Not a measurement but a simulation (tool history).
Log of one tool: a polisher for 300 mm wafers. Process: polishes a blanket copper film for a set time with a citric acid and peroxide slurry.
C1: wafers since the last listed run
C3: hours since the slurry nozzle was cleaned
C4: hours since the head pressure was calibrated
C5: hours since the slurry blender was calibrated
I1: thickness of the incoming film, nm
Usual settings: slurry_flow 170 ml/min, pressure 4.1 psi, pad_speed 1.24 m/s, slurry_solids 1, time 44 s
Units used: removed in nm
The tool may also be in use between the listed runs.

{"run": 1, "day": 0.0, "slurry_flow": 170, "pressure": 4.1, "pad_speed": 1.24, "slurry_solids": 1, "time": 44, "C1": 0, "wafers polished on this pad": 321, "C3": 212.3, "C4": 787.9, "C5": 373.7, "I1": 1261.1, "removed": 147.8}
{"run": 2, "day": 0.704, "slurry_flow": 170, "pressure": 4.1, "pad_speed": 1.24, "slurry_solids": 1, "time": 44, "C1": 165, "wafers polished on this pad": 486, "C3": 229.2, "C4": 804.8, "C5": 390.6, "I1": 1251.5, "removed": 145.6}
{"run": 3, "day": 1.712, "slurry_flow": 170, "pressure": 4.1, "pad_speed": 1.24, "slurry_solids": 0.95, "time": 44, "C1": 236, "wafers polished on this pad": 722, "C3": 253.4, "C4": 829, "C5": 414.8, "I1": 1274.3, "removed": 143.4}
{"day": 2.133, "done": "worn pad replaced by a new one"}
{"run": 4, "day": 2.725, "slurry_flow": 170, "pressure": 4.1, "pad_speed": 1.24, "slurry_solids": 0.95, "time": 44, "C1": 198, "wafers polished on this pad": 138, "C3": 277.7, "C4": 853.3, "C5": 439.1, "I1": 1266.9, "removed": 141.3}
{"run": 5, "day": 3.629, "slurry_flow": 170, "pressure": 4.1, "pad_speed": 1.24, "slurry_solids": 1, "time": 44, "C1": 211, "wafers polished on this pad": 350, "C3": 299.4, "C4": 875, "C5": 460.8, "I1": 1242.8, "removed": 142.4}
{"run": 6, "day": 5.029, "slurry_flow": 170, "pressure": 4.4, "pad_speed": 1.24, "slurry_solids": 1, "time": 44, "C1": 328, "wafers polished on this pad": 678, "C3": 333, "C4": 908.6, "C5": 494.4, "I1": 1254, "removed": 149.5}
{"day": 5.212, "done": "worn pad replaced by a new one"}
{"day": 5.654, "done": "slurry blender recalibrated"}
{"run": 7, "day": 5.675, "slurry_flow": 170, "pressure": 4.1, "pad_speed": 0.9, "slurry_solids": 1, "time": 44, "C1": 92, "wafers polished on this pad": 88, "C3": 348.5, "C4": 924.1, "C5": 0.5, "I1": 1258, "removed": 127.1}
{"run": 8, "day": 6.525, "slurry_flow": 155, "pressure": 4.1, "pad_speed": 1.24, "slurry_solids": 1, "time": 44, "C1": 199, "wafers polished on this pad": 288, "C3": 368.9, "C4": 944.5, "C5": 20.9, "I1": 1249.7, "removed": 160.1}
{"run": 9, "day": 7.267, "slurry_flow": 170, "pressure": 4.1, "pad_speed": 1.24, "slurry_solids": 1, "time": 44, "C1": 173, "wafers polished on this pad": 461, "C3": 386.7, "C4": 962.3, "C5": 38.7, "I1": 1239.9, "removed": 160.1}
{"day": 7.829, "done": "head pressure recalibrated"}
{"run": 10, "day": 8.029, "slurry_flow": 170, "pressure": 5.1, "pad_speed": 1.24, "slurry_solids": 1, "time": 36, "C1": 159, "wafers polished on this pad": 621, "C3": 405, "C4": 4.8, "C5": 57, "I1": 1279.2, "removed": 159.6}
{"day": 8.567, "done": "slurry nozzle cleaned"}
{"day": 8.7, "done": "worn pad replaced by a new one"}
{"run": 11, "day": 8.938, "slurry_flow": 170, "pressure": 4.1, "pad_speed": 1.24, "slurry_solids": 1, "time": 34, "C1": 171, "wafers polished on this pad": 55, "C3": 8.9, "C4": 26.6, "C5": 78.8, "I1": 1261.5, "removed": 123.1}
{"run": 12, "day": 9.942, "slurry_flow": 185, "pressure": 4.6, "pad_speed": 1.02, "slurry_solids": 1, "time": 44, "C1": 235, "wafers polished on this pad": 290, "C3": 33, "C4": 50.7, "C5": 102.9, "I1": 1256.9, "removed": 153.2}
{"run": 13, "day": 10.517, "slurry_flow": 150, "pressure": 4.1, "pad_speed": 1.24, "slurry_solids": 1, "time": 52, "C1": 134, "wafers polished on this pad": 425, "C3": 46.8, "C4": 64.5, "C5": 116.7, "I1": 1267.3, "removed": 184.1}
{"run": 14, "day": 11.658, "slurry_flow": 185, "pressure": 4.6, "pad_speed": 1.02, "slurry_solids": 1, "time": 44, "C1": 267, "wafers polished on this pad": 693, "C3": 74.2, "C4": 91.9, "C5": 144.1, "I1": 1235.8, "removed": 151.8}

The logged runs with the hidden state left out (each run's random variation unchanged):
Hidden state at play: removal rate lost through wear of the pad, %; slurry flow missing at the pad, %; deviation of the head's pressure from its setpoint, %; abrasive missing from the slurry, %.
run=1 removed=164.6
run=2 removed=163.1
run=3 removed=161.9
run=4 removed=160.9
run=5 removed=163.7
run=6 removed=174.2
run=7 removed=127.7
run=8 removed=161.6
run=9 removed=162.2
run=10 removed=162.4
run=11 removed=125.9
run=12 removed=157.6
run=13 removed=190
run=14 removed=157.7

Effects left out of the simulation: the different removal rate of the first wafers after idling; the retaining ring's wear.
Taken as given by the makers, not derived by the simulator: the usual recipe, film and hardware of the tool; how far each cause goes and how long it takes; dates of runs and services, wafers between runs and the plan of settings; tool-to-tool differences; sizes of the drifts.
